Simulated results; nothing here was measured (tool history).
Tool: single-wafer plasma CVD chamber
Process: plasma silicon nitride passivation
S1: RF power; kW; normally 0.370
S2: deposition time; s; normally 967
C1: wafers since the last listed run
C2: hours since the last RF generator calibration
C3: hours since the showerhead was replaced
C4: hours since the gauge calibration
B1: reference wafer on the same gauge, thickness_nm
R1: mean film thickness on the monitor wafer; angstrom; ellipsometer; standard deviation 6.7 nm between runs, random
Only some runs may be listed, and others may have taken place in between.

| run | day | S1 | S2 | C1 | C2 | C3 | C4 | B1 | R1 |
|---|---|---|---|---|---|---|---|---|---|
| 1 | 0.000 | 0.370 | 967 | 0 | 1899.4 | 5836.6 | 217.9 | 1187.036 | 12178.90 |
| 2 | 1.871 | 0.370 | 967 | 98 | 1944.3 | 5881.5 | 262.8 | 1187.606 | 12134.31 |
| 3 | 2.521 | 0.370 | 967 | 34 | 1959.9 | 5897.1 | 278.4 | 1184.672 | 12298.63 |
| 4 | 3.688 | 0.370 | 967 | 61 | 1987.9 | 5925.1 | 306.4 | 1183.590 | 12269.54 |
| 5 | 5.188 | 0.370 | 878 | 78 | 2023.9 | 5961.1 | 342.4 | 1181.891 | 11077.98 |
| 6 | 5.829 | 0.385 | 967 | 33 | 2039.3 | 5976.5 | 357.8 | 1180.455 | 12277.10 |
| 7 | 7.033 | 0.385 | 967 | 63 | 2068.2 | 6005.4 | 386.7 | 1179.446 | 12264.04 |
| 8 | 7.650 | 0.370 | 967 | 32 | 2083.0 | 6020.2 | 401.5 | 1180.991 | 12004.44 |
|  | 8.496 | RF generator calibrated |
| 9 | 8.808 | 0.425 | 873 | 43 | 7.5 | 6048.0 | 429.3 | 1177.890 | 11396.26 |
|  | 9.838 | showerhead replaced |
| 10 | 10.196 | 0.370 | 967 | 55 | 40.8 | 8.6 | 462.6 | 1176.111 | 12115.90 |
|  | 10.450 | gauge calibrated |
| 11 | 11.488 | 0.310 | 1132 | 67 | 71.8 | 39.6 | 24.9 | 1195.212 | 13890.00 |
| 12 | 12.746 | 0.320 | 1077 | 66 | 102.0 | 69.8 | 55.1 | 1195.355 | 13374.47 |
| 13 | 13.508 | 0.420 | 809 | 40 | 120.3 | 88.1 | 73.4 | 1195.510 | 10660.51 |
| 14 | 14.721 | 0.370 | 967 | 63 | 149.4 | 117.2 | 102.5 | 1193.411 | 12210.67 |
| 15 | 16.129 | 0.335 | 895 | 74 | 183.2 | 151.0 | 136.3 | 1190.739 | 11175.12 |
| 16 | 17.175 | 0.370 | 967 | 55 | 208.3 | 176.1 | 161.4 | 1188.276 | 12358.52 |
| 17 | 18.596 | 0.300 | 1096 | 74 | 242.4 | 210.2 | 195.5 | 1188.037 | 13325.80 |

Predict each of these 3 candidate next runs independently; none follows another, all start after run 17:
| A | 18.625 | 0.425 | 967 | 1 | 243.1 | 210.9 | 196.2 | ? | ? |
| B | 18.625 | 0.410 | 910 | 1 | 243.1 | 210.9 | 196.2 | ? | ? |
| C | 18.625 | 0.420 | 967 | 1 | 243.1 | 210.9 | 196.2 | ? | ? |

| run | B1 | R1 |
|---|---|---|
| A | 1188.280 | 12633.92 |
| B | 1188.280 | 11797.44 |
| C | 1188.280 | 12601.61 |
Without the tool's unlogged condition, the same runs would have read:
| run | R1 |
|---|---|
| A | 12757.26 |
| B | 11912.61 |
| C | 12724.63 |
